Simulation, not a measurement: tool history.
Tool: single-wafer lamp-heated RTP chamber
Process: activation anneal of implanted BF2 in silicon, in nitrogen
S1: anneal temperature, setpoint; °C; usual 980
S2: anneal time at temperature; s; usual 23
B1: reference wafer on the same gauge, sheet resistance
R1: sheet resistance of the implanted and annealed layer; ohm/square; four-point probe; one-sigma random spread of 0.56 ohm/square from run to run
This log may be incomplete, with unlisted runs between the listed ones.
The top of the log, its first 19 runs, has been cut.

run    hour    S1  S2      B1      R1
 20  1568.2   962  35  278.15  281.19
     1633.0  -- pyrometer window cleaned and pyrometer calibrated
 21  1633.5  1000  35  278.17  182.33
 22  1684.3   980  23  277.91  255.31
 23  1759.9   999  14  278.01  235.20
 24  1864.2   998  34  278.00  187.44
 25  1912.6   980  23  277.75  255.70
 26  1951.2   989  10  278.01  275.02
 27  2026.9   957  23  277.83  319.50

Estimate the outcome of run 28 from the log above:
 28  2084.7  980  23   ?   ?

{"run 28": {"B1": 278.16, "R1": 256.27}}
Take away the tool's hidden state, keep the run-to-run variation as it was, and the same run would have given R1 256.27 ohm/square.

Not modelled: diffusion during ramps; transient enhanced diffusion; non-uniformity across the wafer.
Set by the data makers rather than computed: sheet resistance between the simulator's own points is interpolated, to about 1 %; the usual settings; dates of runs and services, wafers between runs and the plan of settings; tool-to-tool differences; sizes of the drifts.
